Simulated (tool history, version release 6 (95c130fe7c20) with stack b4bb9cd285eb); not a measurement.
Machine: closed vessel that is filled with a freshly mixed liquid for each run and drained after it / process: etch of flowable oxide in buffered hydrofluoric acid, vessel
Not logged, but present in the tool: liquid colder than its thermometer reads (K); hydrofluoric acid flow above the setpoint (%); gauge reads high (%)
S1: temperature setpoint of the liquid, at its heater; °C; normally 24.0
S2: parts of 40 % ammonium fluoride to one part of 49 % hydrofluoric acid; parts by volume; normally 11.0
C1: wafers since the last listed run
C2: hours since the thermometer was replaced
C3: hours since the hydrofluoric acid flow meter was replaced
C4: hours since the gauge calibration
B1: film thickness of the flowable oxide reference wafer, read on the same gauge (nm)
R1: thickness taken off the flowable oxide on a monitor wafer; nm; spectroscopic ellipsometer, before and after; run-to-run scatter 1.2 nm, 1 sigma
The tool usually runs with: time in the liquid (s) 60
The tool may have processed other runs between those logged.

{"run": 1, "hour": 0.0, "S1": 24.0, "S2": 11.0, "time in the liquid (s)": 70, "C1": 0, "C2": 92.1, "C3": 1582.5, "C4": 187.2, "B1": 150.0, "R1": 271.56}
{"run": 2, "hour": 54.8, "S1": 24.0, "S2": 13.0, "time in the liquid (s)": 60, "C1": 3460, "C2": 146.9, "C3": 1637.3, "C4": 242.0, "B1": 150.0, "R1": 196.55}
{"run": 3, "hour": 122.2, "S1": 24.0, "S2": 13.0, "time in the liquid (s)": 60, "C1": 4256, "C2": 214.3, "C3": 1704.7, "C4": 309.4, "B1": 150.0, "R1": 196.2}
{"run": 4, "hour": 165.4, "S1": 25.0, "S2": 12.5, "time in the liquid (s)": 60, "C1": 2728, "C2": 257.5, "C3": 1747.9, "C4": 352.6, "B1": 150.02, "R1": 215.13}
{"run": 5, "hour": 216.2, "S1": 24.0, "S2": 11.0, "time in the liquid (s)": 60, "C1": 3207, "C2": 308.3, "C3": 1798.7, "C4": 403.4, "B1": 149.99, "R1": 231.8}
{"hour": 287.4, "done": "hydrofluoric acid flow meter replaced"}
{"run": 6, "hour": 433.5, "S1": 24.0, "S2": 11.0, "time in the liquid (s)": 60, "C1": 13659, "C2": 525.6, "C3": 146.1, "C4": 620.7, "B1": 149.99, "R1": 223.21}
{"run": 7, "hour": 509.8, "S1": 24.0, "S2": 11.0, "time in the liquid (s)": 60, "C1": 4818, "C2": 601.9, "C3": 222.4, "C4": 697.0, "B1": 150.02, "R1": 224.04}
{"run": 8, "hour": 573.4, "S1": 28.0, "S2": 11.0, "time in the liquid (s)": 60, "C1": 4016, "C2": 665.5, "C3": 286.0, "C4": 760.6, "B1": 150.03, "R1": 275.79}
{"run": 9, "hour": 646.4, "S1": 24.0, "S2": 11.0, "time in the liquid (s)": 60, "C1": 4609, "C2": 738.5, "C3": 359.0, "C4": 833.6, "B1": 149.98, "R1": 221.39}
{"run": 10, "hour": 694.4, "S1": 28.5, "S2": 11.0, "time in the liquid (s)": 40, "C1": 3031, "C2": 786.5, "C3": 407.0, "C4": 881.6, "B1": 149.96, "R1": 187.73}
{"run": 11, "hour": 1012.6, "S1": 24.0, "S2": 11.0, "time in the liquid (s)": 60, "C1": 20094, "C2": 1104.7, "C3": 725.2, "C4": 1199.8, "B1": 150.0, "R1": 221.0}
{"run": 12, "hour": 1270.2, "S1": 24.0, "S2": 11.0, "time in the liquid (s)": 60, "C1": 16267, "C2": 1362.3, "C3": 982.8, "C4": 1457.4, "B1": 150.0, "R1": 220.56}
{"run": 13, "hour": 1333.2, "S1": 24.0, "S2": 14.0, "time in the liquid (s)": 60, "C1": 3978, "C2": 1425.3, "C3": 1045.8, "C4": 1520.4, "B1": 149.97, "R1": 175.2}
{"run": 14, "hour": 1377.3, "S1": 24.0, "S2": 13.5, "time in the liquid (s)": 60, "C1": 2784, "C2": 1469.4, "C3": 1089.9, "C4": 1564.5, "B1": 149.98, "R1": 180.69}
{"run": 15, "hour": 1432.6, "S1": 22.0, "S2": 11.0, "time in the liquid (s)": 80, "C1": 3492, "C2": 1524.7, "C3": 1145.2, "C4": 1619.8, "B1": 150.0, "R1": 260.43}
{"run": 16, "hour": 1489.0, "S1": 24.0, "S2": 11.0, "time in the liquid (s)": 75, "C1": 3561, "C2": 1581.1, "C3": 1201.6, "C4": 1676.2, "B1": 149.97, "R1": 274.92}
{"run": 17, "hour": 1537.6, "S1": 24.0, "S2": 11.0, "time in the liquid (s)": 90, "C1": 3069, "C2": 1629.7, "C3": 1250.2, "C4": 1724.8, "B1": 149.99, "R1": 325.43}
{"run": 18, "hour": 1585.6, "S1": 24.0, "S2": 9.5, "time in the liquid (s)": 60, "C1": 3031, "C2": 1677.7, "C3": 1298.2, "C4": 1772.8, "B1": 150.0, "R1": 244.47}
{"run": 19, "hour": 1683.3, "S1": 22.0, "S2": 11.0, "time in the liquid (s)": 60, "C1": 6169, "C2": 1775.4, "C3": 1395.9, "C4": 1870.5, "B1": 149.99, "R1": 195.26}
{"run": 20, "hour": 1773.0, "S1": 22.5, "S2": 9.0, "time in the liquid (s)": 60, "C1": 5664, "C2": 1865.1, "C3": 1485.6, "C4": 1960.2, "B1": 150.02, "R1": 235.8}
{"run": 21, "hour": 1829.5, "S1": 24.0, "S2": 11.0, "time in the liquid (s)": 60, "C1": 3567, "C2": 1921.6, "C3": 1542.1, "C4": 2016.7, "B1": 149.99, "R1": 217.92}
{"run": 22, "hour": 1893.1, "S1": 24.0, "S2": 11.0, "time in the liquid (s)": 60, "C1": 4016, "C2": 1985.2, "C3": 1605.7, "C4": 2080.3, "B1": 149.97, "R1": 218.2}
{"run": 23, "hour": 1954.4, "S1": 24.0, "S2": 11.0, "time in the liquid (s)": 60, "C1": 3871, "C2": 2046.5, "C3": 1667.0, "C4": 2141.6, "B1": 150.0, "R1": 216.89}
{"run": 24, "hour": 2023.1, "S1": 22.0, "S2": 7.5, "time in the liquid (s)": 45, "C1": 4338, "C2": 2115.2, "C3": 1735.7, "C4": 2210.3, "B1": 149.99, "R1": 209.22}
{"run": 25, "hour": 2075.2, "S1": 29.0, "S2": 11.0, "time in the liquid (s)": 30, "C1": 3290, "C2": 2167.3, "C3": 1787.8, "C4": 2262.4, "B1": 149.98, "R1": 142.66}
{"run": 26, "hour": 2131.9, "S1": 28.0, "S2": 13.0, "time in the liquid (s)": 40, "C1": 3580, "C2": 2224.0, "C3": 1844.5, "C4": 2319.1, "B1": 150.04, "R1": 154.47}
{"hour": 2171.2, "done": "thermometer replaced"}
{"run": 27, "hour": 2209.9, "S1": 24.0, "S2": 11.0, "time in the liquid (s)": 60, "C1": 4862, "C2": 38.7, "C3": 1922.5, "C4": 2397.1, "B1": 150.04, "R1": 235.4}
{"run": 28, "hour": 2267.4, "S1": 24.0, "S2": 6.5, "time in the liquid (s)": 60, "C1": 3631, "C2": 96.2, "C3": 1980.0, "C4": 2454.6, "B1": 149.97, "R1": 383.32}
{"run": 29, "hour": 2333.6, "S1": 21.0, "S2": 9.0, "time in the liquid (s)": 60, "C1": 4180, "C2": 162.4, "C3": 2046.2, "C4": 2520.8, "B1": 150.01, "R1": 234.03}
{"hour": 2401.6, "done": "hydrofluoric acid flow meter replaced"}
{"run": 30, "hour": 2438.0, "S1": 28.5, "S2": 15.0, "time in the liquid (s)": 75, "C1": 6529, "C2": 266.8, "C3": 36.4, "C4": 2625.2, "B1": 150.01, "R1": 266.43}
{"run": 31, "hour": 2502.3, "S1": 27.5, "S2": 11.0, "time in the liquid (s)": 60, "C1": 4060, "C2": 331.1, "C3": 100.7, "C4": 2689.5, "B1": 149.97, "R1": 271.53}
{"run": 32, "hour": 2567.0, "S1": 27.5, "S2": 9.0, "time in the liquid (s)": 60, "C1": 4085, "C2": 395.8, "C3": 165.4, "C4": 2754.2, "B1": 150.0, "R1": 315.17}

5 options for the next run, each taken on its own from the tool as it stands now. Forecast them:
{"run": "A", "hour": 2567.7, "S1": 24.0, "S2": 11.0, "time in the liquid (s)": 30, "C1": 44, "C2": 396.5, "C3": 166.1, "C4": 2754.9, "B1": "?", "R1": "?"}
{"run": "B", "hour": 2567.7, "S1": 22.5, "S2": 15.0, "time in the liquid (s)": 35, "C1": 44, "C2": 396.5, "C3": 166.1, "C4": 2754.9, "B1": "?", "R1": "?"}
{"run": "C", "hour": 2567.7, "S1": 20.5, "S2": 11.0, "time in the liquid (s)": 60, "C1": 44, "C2": 396.5, "C3": 166.1, "C4": 2754.9, "B1": "?", "R1": "?"}
{"run": "D", "hour": 2567.7, "S1": 24.0, "S2": 14.5, "time in the liquid (s)": 30, "C1": 44, "C2": 396.5, "C3": 166.1, "C4": 2754.9, "B1": "?", "R1": "?"}
{"run": "E", "hour": 2567.7, "S1": 24.0, "S2": 8.5, "time in the liquid (s)": 35, "C1": 44, "C2": 396.5, "C3": 166.1, "C4": 2754.9, "B1": "?", "R1": "?"}

run=A B1=149.99 R1=111.97
run=B B1=149.99 R1=88.80
run=C B1=149.99 R1=184.55
run=D B1=149.99 R1=85.45
run=E B1=149.99 R1=163.11
With the hidden condition removed and each run's random variation left untouched, the same runs would have given:
run=A R1=112.73
run=B R1=89.41
run=C R1=185.87
run=D R1=86.03
run=E R1=164.07
